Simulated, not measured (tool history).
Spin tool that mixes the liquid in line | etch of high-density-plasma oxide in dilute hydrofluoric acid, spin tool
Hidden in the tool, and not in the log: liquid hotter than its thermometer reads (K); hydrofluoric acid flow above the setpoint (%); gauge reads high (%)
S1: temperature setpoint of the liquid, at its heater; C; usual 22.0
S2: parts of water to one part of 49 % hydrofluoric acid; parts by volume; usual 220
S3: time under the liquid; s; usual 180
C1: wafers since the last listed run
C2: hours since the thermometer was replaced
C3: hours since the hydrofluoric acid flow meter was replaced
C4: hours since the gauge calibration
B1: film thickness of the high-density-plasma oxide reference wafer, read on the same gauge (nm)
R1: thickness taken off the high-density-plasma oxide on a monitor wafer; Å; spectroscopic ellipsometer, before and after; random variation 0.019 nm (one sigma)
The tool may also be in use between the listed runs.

| run | hour | S1 | S2 | S3 | C1 | C2 | C3 | C4 | B1 | R1 |
|---|---|---|---|---|---|---|---|---|---|---|
| 1 | 0.0 | 22.0 | 305 | 225 | 0 | 1168.7 | 1416.4 | 91.7 | 129.962 | 46.88 |
| 2 | 15.3 | 22.0 | 305 | 225 | 116 | 1184.0 | 1431.7 | 107.0 | 130.036 | 46.62 |
| 3 | 24.6 | 22.0 | 220 | 180 | 70 | 1193.3 | 1441.0 | 116.3 | 129.992 | 55.97 |
| 4 | 32.4 | 22.0 | 220 | 180 | 59 | 1201.1 | 1448.8 | 124.1 | 129.996 | 56.02 |
| 5 | 43.1 | 22.0 | 220 | 180 | 81 | 1211.8 | 1459.5 | 134.8 | 129.983 | 56.39 |
| 6 | 52.3 | 22.0 | 165 | 180 | 69 | 1221.0 | 1468.7 | 144.0 | 129.994 | 79.04 |
| 7 | 63.4 | 22.0 | 165 | 180 | 84 | 1232.1 | 1479.8 | 155.1 | 130.010 | 79.38 |
| 8 | 72.2 | 22.0 | 220 | 180 | 66 | 1240.9 | 1488.6 | 163.9 | 129.980 | 56.29 |
| 9 | 84.7 | 22.0 | 220 | 180 | 94 | 1253.4 | 1501.1 | 176.4 | 129.983 | 56.48 |
| 10 | 97.1 | 22.0 | 220 | 180 | 94 | 1265.8 | 1513.5 | 188.8 | 129.988 | 56.30 |
| 11 | 112.8 | 22.0 | 220 | 180 | 119 | 1281.5 | 1529.2 | 204.5 | 130.014 | 56.85 |
| 12 | 121.5 | 22.0 | 220 | 180 | 65 | 1290.2 | 1537.9 | 213.2 | 130.010 | 57.00 |
| 13 | 161.4 | 22.0 | 220 | 180 | 302 | 1330.1 | 1577.8 | 253.1 | 129.998 | 57.03 |
| 14 | 174.4 | 22.0 | 220 | 180 | 98 | 1343.1 | 1590.8 | 266.1 | 130.006 | 57.05 |
|  | 192.5 | hydrofluoric acid flow meter replaced |
| 15 | 217.4 | 22.0 | 220 | 180 | 318 | 1386.1 | 24.9 | 309.1 | 129.987 | 49.76 |
| 16 | 226.7 | 22.0 | 270 | 180 | 70 | 1395.4 | 34.2 | 318.4 | 130.022 | 38.49 |
|  | 237.7 | gauge calibrated |
| 17 | 239.4 | 22.0 | 220 | 180 | 96 | 1408.1 | 46.9 | 1.7 | 129.995 | 50.02 |
| 18 | 245.5 | 17.0 | 185 | 285 | 46 | 1414.2 | 53.0 | 7.8 | 129.986 | 80.14 |
| 19 | 255.2 | 18.5 | 315 | 180 | 73 | 1423.9 | 62.7 | 17.5 | 129.992 | 28.32 |
| 20 | 271.6 | 20.5 | 125 | 75 | 124 | 1440.3 | 79.1 | 33.9 | 130.021 | 38.78 |
|  | 278.8 | thermometer replaced |
| 21 | 280.8 | 22.0 | 145 | 260 | 62 | 2.0 | 88.3 | 43.1 | 129.999 | 111.01 |
| 22 | 294.0 | 22.0 | 220 | 105 | 100 | 15.2 | 101.5 | 56.3 | 129.995 | 27.48 |
| 23 | 311.0 | 22.0 | 170 | 225 | 128 | 32.2 | 118.5 | 73.3 | 129.999 | 80.60 |
| 24 | 326.4 | 20.0 | 140 | 150 | 116 | 47.6 | 133.9 | 88.7 | 130.030 | 61.73 |
| 25 | 340.0 | 26.5 | 220 | 270 | 103 | 61.2 | 147.5 | 102.3 | 129.983 | 83.97 |
| 26 | 349.3 | 19.5 | 220 | 180 | 70 | 70.5 | 156.8 | 111.6 | 130.027 | 42.81 |
| 27 | 356.4 | 22.0 | 220 | 180 | 53 | 77.6 | 163.9 | 118.7 | 130.020 | 47.49 |
| 28 | 362.8 | 22.0 | 145 | 130 | 48 | 84.0 | 170.3 | 125.1 | 129.971 | 56.17 |
| 29 | 379.9 | 22.0 | 220 | 140 | 129 | 101.1 | 187.4 | 142.2 | 129.981 | 36.99 |
| 30 | 388.4 | 22.0 | 220 | 180 | 64 | 109.6 | 195.9 | 150.7 | 130.030 | 47.68 |

4 ways to go on from here, each from the tool as it stands after run 30. What would each give?
| A | 388.9 | 22.0 | 170 | 180 | 3 | 110.1 | 196.4 | 151.2 | ? | ? |
| B | 388.9 | 22.0 | 325 | 120 | 3 | 110.1 | 196.4 | 151.2 | ? | ? |
| C | 388.9 | 25.5 | 220 | 230 | 3 | 110.1 | 196.4 | 151.2 | ? | ? |
| D | 388.9 | 19.5 | 220 | 230 | 3 | 110.1 | 196.4 | 151.2 | ? | ? |

| run | B1 | R1 |
|---|---|---|
| A | 129.999 | 64.75 |
| B | 129.999 | 19.40 |
| C | 129.999 | 68.99 |
| D | 129.999 | 55.26 |
Without the tool's hidden state the same runs would have given:
| run | R1 |
|---|---|
| A | 61.96 |
| B | 18.56 |
| C | 66.03 |
| D | 52.85 |
